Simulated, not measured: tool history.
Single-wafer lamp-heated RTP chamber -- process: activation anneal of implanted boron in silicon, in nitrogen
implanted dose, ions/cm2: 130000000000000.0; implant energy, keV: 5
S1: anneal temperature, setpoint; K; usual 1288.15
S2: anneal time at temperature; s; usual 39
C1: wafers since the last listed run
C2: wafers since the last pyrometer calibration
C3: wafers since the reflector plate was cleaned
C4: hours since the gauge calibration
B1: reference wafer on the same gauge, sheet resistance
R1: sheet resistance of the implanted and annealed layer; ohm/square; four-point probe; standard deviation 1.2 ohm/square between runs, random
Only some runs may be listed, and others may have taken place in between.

| run | hour | S1 | S2 | C1 | C2 | C3 | C4 | B1 | R1 |
|---|---|---|---|---|---|---|---|---|---|
| 1 | 0.0 | 1288.15 | 39 | 0 | 113 | 113 | 757.4 | 744.78 | 781.93 |
| 2 | 64.5 | 1288.15 | 39 | 921 | 1035 | 1035 | 821.9 | 744.41 | 781.65 |
| 3 | 152.0 | 1288.15 | 39 | 1250 | 2285 | 2285 | 909.4 | 743.87 | 781.20 |
| 4 | 235.2 | 1288.15 | 29 | 1188 | 3474 | 3474 | 992.6 | 743.47 | 782.53 |
| 5 | 342.4 | 1288.15 | 29 | 1531 | 5006 | 5006 | 1099.8 | 743.02 | 783.57 |
| 6 | 428.6 | 1288.15 | 29 | 1231 | 6238 | 6238 | 1186.0 | 742.55 | 782.93 |
| 7 | 495.1 | 1277.15 | 39 | 950 | 7188 | 7188 | 1252.5 | 742.25 | 780.89 |
| 8 | 542.3 | 1288.15 | 39 | 674 | 7863 | 7863 | 1299.7 | 742.06 | 778.31 |
|  | 608.8 | pyrometer window cleaned and pyrometer calibrated |
| 9 | 612.5 | 1288.15 | 39 | 888 | 53 | 8752 | 1369.9 | 741.86 | 778.59 |
| 10 | 698.3 | 1298.15 | 48 | 1226 | 1279 | 9978 | 1455.7 | 741.68 | 774.44 |
| 11 | 772.3 | 1288.15 | 30 | 1057 | 2336 | 11036 | 1529.7 | 741.41 | 781.80 |
|  | 837.4 | reflector plate cleaned |
| 12 | 840.8 | 1288.15 | 39 | 864 | 3201 | 48 | 1598.2 | 741.29 | 778.09 |
| 13 | 914.5 | 1288.15 | 39 | 1053 | 4254 | 1101 | 1671.9 | 741.12 | 778.37 |
| 14 | 1022.4 | 1288.15 | 39 | 1541 | 5796 | 2643 | 1779.8 | 741.02 | 779.49 |
| 15 | 1071.5 | 1282.15 | 31 | 701 | 6498 | 3345 | 1828.9 | 740.65 | 781.17 |
| 16 | 1119.9 | 1288.15 | 39 | 691 | 7189 | 4037 | 1877.3 | 740.59 | 778.55 |
| 17 | 1186.8 | 1263.15 | 27 | 956 | 8145 | 4993 | 1944.2 | 740.45 | 788.35 |
|  | 1200.3 | pyrometer window cleaned and pyrometer calibrated |
| 18 | 1269.3 | 1288.15 | 39 | 1064 | 985 | 6057 | 2026.7 | 740.16 | 776.47 |
| 19 | 1384.2 | 1314.15 | 26 | 1642 | 2627 | 7699 | 2141.6 | 740.23 | 774.73 |
| 20 | 1485.3 | 1275.15 | 53 | 1444 | 4072 | 9144 | 2242.7 | 739.92 | 777.92 |
| 21 | 1534.0 | 1288.15 | 39 | 695 | 4768 | 9840 | 2291.4 | 740.09 | 778.44 |
| 22 | 1599.6 | 1288.15 | 39 | 937 | 5706 | 10778 | 2357.0 | 739.80 | 779.65 |
|  | 1704.8 | reflector plate cleaned |
| 23 | 1705.3 | 1288.15 | 39 | 1396 | 7102 | 7 | 2462.7 | 740.02 | 778.18 |
| 24 | 1776.1 | 1288.15 | 25 | 1011 | 8114 | 1019 | 2533.5 | 739.78 | 781.42 |
|  | 1792.4 | pyrometer window cleaned and pyrometer calibrated |
| 25 | 1848.3 | 1314.15 | 16 | 917 | 799 | 1936 | 2605.7 | 739.67 | 779.48 |
| 26 | 1919.2 | 1288.15 | 39 | 1013 | 1812 | 2949 | 2676.6 | 739.73 | 774.71 |
|  | 1950.6 | gauge calibrated |
| 27 | 1960.9 | 1271.15 | 21 | 595 | 2408 | 3545 | 10.3 | 751.14 | 797.37 |
| 28 | 2003.7 | 1298.15 | 56 | 611 | 3019 | 4157 | 53.1 | 750.81 | 778.24 |
| 29 | 2069.9 | 1288.15 | 39 | 946 | 3965 | 5103 | 119.3 | 749.75 | 789.74 |
| 30 | 2169.1 | 1288.15 | 50 | 1417 | 5383 | 6521 | 218.5 | 748.53 | 783.27 |
| 31 | 2234.2 | 1288.15 | 39 | 930 | 6313 | 7451 | 283.6 | 747.70 | 784.67 |
| 32 | 2339.7 | 1309.15 | 51 | 1507 | 7821 | 8959 | 389.1 | 746.48 | 777.51 |
| 33 | 2406.8 | 1310.15 | 27 | 958 | 8780 | 9917 | 456.2 | 746.09 | 781.87 |
|  | 2462.0 | reflector plate cleaned |
|  | 2484.4 | pyrometer window cleaned and pyrometer calibrated |
| 34 | 2488.9 | 1288.15 | 59 | 944 | 64 | 270 | 538.3 | 745.18 | 777.16 |
| 35 | 2575.8 | 1288.15 | 45 | 1241 | 1306 | 1512 | 625.2 | 744.69 | 780.43 |
| 36 | 2636.0 | 1315.15 | 17 | 860 | 2166 | 2372 | 685.4 | 744.38 | 785.93 |
| 37 | 2689.6 | 1288.15 | 39 | 765 | 2932 | 3138 | 739.0 | 743.79 | 783.00 |

Consider 3 possible next runs. They are alternatives, not a sequence: every one starts from the tool as it was left by run 37. What does each give?
| A | 2690.0 | 1288.15 | 39 | 5 | 2938 | 3144 | 739.4 | ? | ? |
| B | 2690.0 | 1278.15 | 39 | 5 | 2938 | 3144 | 739.4 | ? | ? |
| C | 2690.0 | 1273.15 | 48 | 5 | 2938 | 3144 | 739.4 | ? | ? |

| run | B1 | R1 |
|---|---|---|
| A | 744.12 | 781.12 |
| B | 744.12 | 783.61 |
| C | 744.12 | 782.70 |
Had the tool no hidden state, the same runs would have come out as:
| run | R1 |
|---|---|
| A | 790.70 |
| B | 793.23 |
| C | 792.30 |
